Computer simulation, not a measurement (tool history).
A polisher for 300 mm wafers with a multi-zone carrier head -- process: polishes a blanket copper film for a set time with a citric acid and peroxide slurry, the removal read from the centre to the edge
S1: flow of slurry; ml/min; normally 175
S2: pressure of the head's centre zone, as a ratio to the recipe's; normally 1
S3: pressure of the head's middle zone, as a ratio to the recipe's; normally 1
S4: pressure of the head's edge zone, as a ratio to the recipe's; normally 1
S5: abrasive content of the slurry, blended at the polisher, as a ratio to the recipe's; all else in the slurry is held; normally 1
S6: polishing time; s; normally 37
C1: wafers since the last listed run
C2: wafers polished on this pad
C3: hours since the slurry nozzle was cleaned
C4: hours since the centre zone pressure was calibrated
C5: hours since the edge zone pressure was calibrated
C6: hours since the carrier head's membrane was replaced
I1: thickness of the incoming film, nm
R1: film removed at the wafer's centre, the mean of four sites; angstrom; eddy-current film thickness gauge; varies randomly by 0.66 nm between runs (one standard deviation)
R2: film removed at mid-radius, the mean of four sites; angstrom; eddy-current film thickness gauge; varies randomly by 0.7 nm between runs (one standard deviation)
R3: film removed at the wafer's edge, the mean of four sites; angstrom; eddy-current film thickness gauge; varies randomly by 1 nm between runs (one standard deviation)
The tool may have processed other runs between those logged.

{"run": 1, "hour": 0.0, "S1": 175, "S2": 1, "S3": 1, "S4": 1, "S5": 1.2, "S6": 37, "C1": 0, "C2": 504, "C3": 455, "C4": 380.6, "C5": 237.1, "C6": 796.1, "I1": 956.7, "R1": 778, "R2": 787, "R3": 815}
{"hour": 10.1, "done": "carrier head's membrane replaced by a new one"}
{"run": 2, "hour": 13.2, "S1": 175, "S2": 1, "S3": 1, "S4": 1, "S5": 1, "S6": 37, "C1": 96, "C2": 600, "C3": 468.2, "C4": 393.8, "C5": 250.3, "C6": 3.1, "I1": 941.8, "R1": 731, "R2": 750, "R3": 781}
{"hour": 20.4, "done": "worn pad replaced by a new one"}
{"run": 3, "hour": 28.0, "S1": 175, "S2": 1, "S3": 1, "S4": 1, "S5": 1, "S6": 47, "C1": 126, "C2": 89, "C3": 483, "C4": 408.6, "C5": 265.1, "C6": 17.9, "I1": 954.3, "R1": 920, "R2": 940, "R3": 951}
{"hour": 34.3, "done": "slurry nozzle cleaned"}
{"run": 4, "hour": 35.0, "S1": 175, "S2": 1, "S3": 1, "S4": 1, "S5": 1, "S6": 47, "C1": 70, "C2": 160, "C3": 0.7, "C4": 415.6, "C5": 272.1, "C6": 24.9, "I1": 943.1, "R1": 1039, "R2": 1059, "R3": 1019}
{"hour": 41.9, "done": "centre zone pressure recalibrated"}
{"run": 5, "hour": 43.0, "S1": 175, "S2": 1, "S3": 1, "S4": 1, "S5": 1, "S6": 37, "C1": 70, "C2": 230, "C3": 8.7, "C4": 1.1, "C5": 280.1, "C6": 32.9, "I1": 926.3, "R1": 820, "R2": 820, "R3": 817}
{"run": 6, "hour": 58.1, "S1": 175, "S2": 1, "S3": 1, "S4": 1, "S5": 1, "S6": 37, "C1": 177, "C2": 408, "C3": 23.8, "C4": 16.2, "C5": 295.2, "C6": 48, "I1": 941.5, "R1": 826, "R2": 822, "R3": 795}
{"run": 7, "hour": 66.8, "S1": 220, "S2": 0.93, "S3": 0.96, "S4": 1, "S5": 1, "S6": 37, "C1": 102, "C2": 510, "C3": 32.5, "C4": 24.9, "C5": 303.9, "C6": 56.7, "I1": 936.8, "R1": 785, "R2": 826, "R3": 843}
{"run": 8, "hour": 77.2, "S1": 175, "S2": 1, "S3": 0.92, "S4": 0.94, "S5": 1, "S6": 37, "C1": 122, "C2": 632, "C3": 42.9, "C4": 35.3, "C5": 314.3, "C6": 67.1, "I1": 937.5, "R1": 815, "R2": 781, "R3": 788}
{"hour": 93.0, "done": "worn pad replaced by a new one"}
{"run": 9, "hour": 93.5, "S1": 175, "S2": 1, "S3": 1, "S4": 1, "S5": 1, "S6": 26, "C1": 144, "C2": 6, "C3": 59.2, "C4": 51.6, "C5": 330.6, "C6": 83.4, "I1": 952.2, "R1": 581, "R2": 569, "R3": 562}
{"run": 10, "hour": 98.0, "S1": 175, "S2": 1.07, "S3": 1, "S4": 1, "S5": 1.25, "S6": 37, "C1": 52, "C2": 59, "C3": 63.7, "C4": 56.1, "C5": 335.1, "C6": 87.9, "I1": 924.1, "R1": 936, "R2": 878, "R3": 853}
{"hour": 113.2, "done": "edge zone pressure recalibrated"}
{"run": 11, "hour": 115.2, "S1": 160, "S2": 1, "S3": 1, "S4": 1, "S5": 1, "S6": 37, "C1": 178, "C2": 237, "C3": 80.9, "C4": 73.3, "C5": 2, "C6": 105.1, "I1": 940.9, "R1": 803, "R2": 812, "R3": 801}
{"run": 12, "hour": 124.6, "S1": 140, "S2": 1, "S3": 0.93, "S4": 1, "S5": 0.75, "S6": 26, "C1": 110, "C2": 348, "C3": 90.3, "C4": 82.7, "C5": 11.4, "C6": 114.5, "I1": 959.9, "R1": 504, "R2": 484, "R3": 512}
{"run": 13, "hour": 139.6, "S1": 175, "S2": 1, "S3": 1, "S4": 1, "S5": 1, "S6": 30, "C1": 176, "C2": 524, "C3": 105.3, "C4": 97.7, "C5": 26.4, "C6": 129.5, "I1": 944.8, "R1": 670, "R2": 668, "R3": 650}
{"run": 14, "hour": 148.2, "S1": 175, "S2": 1, "S3": 1, "S4": 1, "S5": 0.7, "S6": 28, "C1": 101, "C2": 625, "C3": 113.9, "C4": 106.3, "C5": 35, "C6": 138.1, "I1": 955.3, "R1": 557, "R2": 555, "R3": 570}
{"run": 15, "hour": 163.4, "S1": 175, "S2": 1, "S3": 1, "S4": 1, "S5": 1, "S6": 37, "C1": 178, "C2": 803, "C3": 129.1, "C4": 121.5, "C5": 50.2, "C6": 153.3, "I1": 938, "R1": 816, "R2": 832, "R3": 806}
{"hour": 169.4, "done": "worn pad replaced by a new one"}
{"run": 16, "hour": 170.8, "S1": 155, "S2": 1, "S3": 1, "S4": 1, "S5": 1, "S6": 37, "C1": 39, "C2": 16, "C3": 136.5, "C4": 128.9, "C5": 57.6, "C6": 160.7, "I1": 946, "R1": 794, "R2": 792, "R3": 787}
{"run": 17, "hour": 179.9, "S1": 175, "S2": 1, "S3": 1.1, "S4": 1.05, "S5": 0.8, "S6": 26, "C1": 106, "C2": 122, "C3": 145.6, "C4": 138, "C5": 66.7, "C6": 169.8, "I1": 932.3, "R1": 540, "R2": 579, "R3": 549}
{"run": 18, "hour": 189.9, "S1": 155, "S2": 1, "S3": 1, "S4": 1.09, "S5": 1, "S6": 37, "C1": 117, "C2": 240, "C3": 155.6, "C4": 148, "C5": 76.7, "C6": 179.8, "I1": 920.4, "R1": 794, "R2": 797, "R3": 820}
{"run": 19, "hour": 207.3, "S1": 155, "S2": 1.04, "S3": 0.9, "S4": 1, "S5": 1, "S6": 24, "C1": 204, "C2": 444, "C3": 173, "C4": 165.4, "C5": 94.1, "C6": 197.2, "I1": 942.1, "R1": 539, "R2": 470, "R3": 519}
{"run": 20, "hour": 214.7, "S1": 175, "S2": 1, "S3": 1, "S4": 1, "S5": 1, "S6": 37, "C1": 86, "C2": 531, "C3": 180.4, "C4": 172.8, "C5": 101.5, "C6": 204.6, "I1": 951, "R1": 824, "R2": 813, "R3": 806}
{"hour": 229.4, "done": "worn pad replaced by a new one"}
{"run": 21, "hour": 230.0, "S1": 175, "S2": 1.09, "S3": 1, "S4": 1, "S5": 1, "S6": 37, "C1": 132, "C2": 6, "C3": 195.7, "C4": 188.1, "C5": 116.8, "C6": 219.9, "I1": 949.7, "R1": 887, "R2": 813, "R3": 799}
{"run": 22, "hour": 244.9, "S1": 210, "S2": 1, "S3": 1, "S4": 1.1, "S5": 1.25, "S6": 37, "C1": 175, "C2": 182, "C3": 210.6, "C4": 203, "C5": 131.7, "C6": 234.8, "I1": 945.2, "R1": 904, "R2": 893, "R3": 890}

Branching from run 22: 4 alternative next runs. What would each branch give?
{"run": "A", "hour": 245.3, "S1": 175, "S2": 1, "S3": 1, "S4": 1, "S5": 1, "S6": 37, "C1": 4, "C2": 186, "C3": 211, "C4": 203.4, "C5": 132.1, "C6": 235.2, "I1": 924.8, "R1": "?", "R2": "?", "R3": "?"}
{"run": "B", "hour": 245.3, "S1": 155, "S2": 0.95, "S3": 0.91, "S4": 1, "S5": 1, "S6": 27, "C1": 4, "C2": 186, "C3": 211, "C4": 203.4, "C5": 132.1, "C6": 235.2, "I1": 924.8, "R1": "?", "R2": "?", "R3": "?"}
{"run": "C", "hour": 245.3, "S1": 175, "S2": 1.04, "S3": 0.96, "S4": 1, "S5": 1, "S6": 37, "C1": 4, "C2": 186, "C3": 211, "C4": 203.4, "C5": 132.1, "C6": 235.2, "I1": 924.8, "R1": "?", "R2": "?", "R3": "?"}
{"run": "D", "hour": 245.3, "S1": 175, "S2": 1, "S3": 1, "S4": 1, "S5": 1.15, "S6": 28, "C1": 4, "C2": 186, "C3": 211, "C4": 203.4, "C5": 132.1, "C6": 235.2, "I1": 924.8, "R1": "?", "R2": "?", "R3": "?"}

run=A R1=804 R2=821 R3=797
run=B R1=541 R2=546 R3=572
run=C R1=836 R2=797 R3=798
run=D R1=632 R2=645 R3=627
What these runs would have given with no unlogged condition in the tool:
run=A R1=816 R2=832 R3=805
run=B R1=551 R2=555 R3=578
run=C R1=849 R2=808 R3=806
run=D R1=642 R2=654 R3=633
